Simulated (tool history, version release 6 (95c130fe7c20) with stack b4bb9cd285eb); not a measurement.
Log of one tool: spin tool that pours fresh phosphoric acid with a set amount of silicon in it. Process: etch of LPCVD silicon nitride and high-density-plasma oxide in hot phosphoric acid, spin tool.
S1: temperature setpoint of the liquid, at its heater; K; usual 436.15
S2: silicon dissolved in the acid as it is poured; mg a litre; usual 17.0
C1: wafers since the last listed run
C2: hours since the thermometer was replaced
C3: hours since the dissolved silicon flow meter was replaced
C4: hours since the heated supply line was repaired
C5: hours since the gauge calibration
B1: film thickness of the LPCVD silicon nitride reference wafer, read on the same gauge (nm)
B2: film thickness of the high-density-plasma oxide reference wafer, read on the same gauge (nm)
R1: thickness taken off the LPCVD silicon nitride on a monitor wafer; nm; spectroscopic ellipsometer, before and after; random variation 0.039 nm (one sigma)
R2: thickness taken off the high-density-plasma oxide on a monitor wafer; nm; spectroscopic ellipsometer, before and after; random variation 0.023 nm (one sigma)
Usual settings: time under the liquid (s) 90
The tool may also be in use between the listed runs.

Run 1, day 0.000: usual settings; C1 0; C2 1463.8; C3 2346.5; C4 2802.6; C5 124.3; B1 100.00; B2 60.000. Result: R1 9.77 nm, R2 0.283 nm.
At day 0.558: heated supply line repaired.
Run 2, day 0.642: usual settings but S1 434.15 K, S2 11.0 mg a litre; C1 198; C2 1479.2; C3 2361.9; C4 2.0; C5 139.7; B1 100.01; B2 60.007. Result: R1 9.09 nm, R2 0.230 nm.
Run 3, day 1.150: usual settings but S2 26.5 mg a litre, time under the liquid (s) 135; C1 168; C2 1491.4; C3 2374.1; C4 14.2; C5 151.9; B1 100.00; B2 60.004. Result: R1 14.54 nm, R2 0.335 nm.
Run 4, day 1.650: usual settings but S2 25.5 mg a litre; C1 165; C2 1503.4; C3 2386.1; C4 26.2; C5 163.9; B1 99.99; B2 60.027. Result: R1 9.71 nm, R2 0.196 nm.
At day 2.333: thermometer replaced.
Run 5, day 2.354: usual settings but time under the liquid (s) 60; C1 219; C2 0.5; C3 2403.0; C4 43.1; C5 180.8; B1 100.02; B2 60.005. Result: R1 6.06 nm, R2 0.151 nm.
Run 6, day 2.983: usual settings but S1 439.15 K, S2 4.0 mg a litre; C1 208; C2 15.6; C3 2418.1; C4 58.2; C5 195.9; B1 100.01; B2 59.951. Result: R1 9.96 nm, R2 0.375 nm.
Run 7, day 3.579: usual settings but time under the liquid (s) 55; C1 197; C2 29.9; C3 2432.4; C4 72.5; C5 210.2; B1 99.98; B2 60.023. Result: R1 5.50 nm, R2 0.136 nm.
Run 8, day 3.879: usual settings but S1 435.15 K, S2 24.0 mg a litre, time under the liquid (s) 65; C1 99; C2 37.1; C3 2439.6; C4 79.7; C5 217.4; B1 99.99; B2 59.938. Result: R1 6.36 nm, R2 0.127 nm.
At day 4.104: dissolved silicon flow meter replaced.
Run 9, day 4.262: usual settings; C1 113; C2 46.3; C3 3.8; C4 88.9; C5 226.6; B1 100.01; B2 60.036. Result: R1 9.13 nm, R2 0.209 nm.
Run 10, day 4.596: usual settings but S1 434.15 K, time under the liquid (s) 135; C1 110; C2 54.3; C3 11.8; C4 96.9; C5 234.6; B1 99.99; B2 60.005. Result: R1 12.85 nm, R2 0.363 nm.
At day 4.604: gauge calibrated.
Run 11, day 4.879: usual settings but S1 439.15 K; C1 93; C2 61.1; C3 18.6; C4 103.7; C5 6.6; B1 99.99; B2 60.012. Result: R1 9.99 nm, R2 0.302 nm.
Run 12, day 5.167: usual settings; C1 95; C2 68.0; C3 25.5; C4 110.6; C5 13.5; B1 99.98; B2 60.015. Result: R1 9.13 nm, R2 0.238 nm.
Run 13, day 5.646: usual settings but S1 437.65 K, S2 21.0 mg a litre, time under the liquid (s) 125; C1 158; C2 79.5; C3 37.0; C4 122.1; C5 25.0; B1 99.99; B2 60.026. Result: R1 13.27 nm, R2 0.294 nm.
Run 14, day 6.217: usual settings but S1 433.65 K, S2 11.0 mg a litre, time under the liquid (s) 50; C1 189; C2 93.2; C3 50.7; C4 135.8; C5 38.7; B1 100.00; B2 60.019. Result: R1 4.65 nm, R2 0.134 nm.
Run 15, day 7.162: usual settings but S1 438.15 K, S2 30.0 mg a litre, time under the liquid (s) 135; C1 313; C2 115.9; C3 73.4; C4 158.5; C5 61.4; B1 99.99; B2 60.011. Result: R1 14.66 nm, R2 0.272 nm.
Run 16, day 7.888: usual settings but S1 439.15 K, time under the liquid (s) 55; C1 240; C2 133.3; C3 90.8; C4 175.9; C5 78.8; B1 99.99; B2 60.024. Result: R1 6.12 nm, R2 0.145 nm.
Run 17, day 8.404: usual settings but S1 433.65 K, S2 6.0 mg a litre, time under the liquid (s) 120; C1 171; C2 145.7; C3 103.2; C4 188.3; C5 91.2; B1 100.00; B2 59.980. Result: R1 11.27 nm, R2 0.370 nm.
Run 18, day 8.667: usual settings but time under the liquid (s) 70; C1 86; C2 152.0; C3 109.5; C4 194.6; C5 97.5; B1 100.00; B2 60.009. Result: R1 7.09 nm, R2 0.162 nm.
Run 19, day 9.258: usual settings; C1 196; C2 166.2; C3 123.7; C4 208.8; C5 111.7; B1 100.00; B2 60.027. Result: R1 9.12 nm, R2 0.238 nm.
Run 20, day 9.762: usual settings but time under the liquid (s) 105; C1 167; C2 178.3; C3 135.8; C4 220.9; C5 123.8; B1 100.01; B2 60.003. Result: R1 10.69 nm, R2 0.248 nm.
Run 21, day 10.058: usual settings but S1 435.15 K, S2 24.0 mg a litre; C1 98; C2 185.4; C3 142.9; C4 228.0; C5 130.9; B1 100.00; B2 60.062. Result: R1 8.91 nm, R2 0.169 nm.

4 ways to go on from here, each from the tool as it stands after run 21. What would each give?
Run A, day 10.075: usual settings; C1 5; C2 185.8; C3 143.3; C4 228.4; C5 131.3; B1 ?; B2 ?. Result: R1 ?, R2 ?.
Run B, day 10.075: usual settings but time under the liquid (s) 65; C1 5; C2 185.8; C3 143.3; C4 228.4; C5 131.3; B1 ?; B2 ?. Result: R1 ?, R2 ?.
Run C, day 10.075: usual settings but S1 433.65 K, S2 25.0 mg a litre; C1 5; C2 185.8; C3 143.3; C4 228.4; C5 131.3; B1 ?; B2 ?. Result: R1 ?, R2 ?.
Run D, day 10.075: usual settings but S1 434.65 K, time under the liquid (s) 60; C1 5; C2 185.8; C3 143.3; C4 228.4; C5 131.3; B1 ?; B2 ?. Result: R1 ?, R2 ?.

run     B1      B2    R1     R2
  A  99.98  60.027  9.20  0.197
  B  99.98  60.027  6.64  0.142
  C  99.98  60.027  8.46  0.129
  D  99.98  60.027  5.83  0.118
Without the tool's hidden state the same runs would have given:
run    R1     R2
  A  9.02  0.189
  B  6.52  0.136
  C  8.30  0.124
  D  5.72  0.113

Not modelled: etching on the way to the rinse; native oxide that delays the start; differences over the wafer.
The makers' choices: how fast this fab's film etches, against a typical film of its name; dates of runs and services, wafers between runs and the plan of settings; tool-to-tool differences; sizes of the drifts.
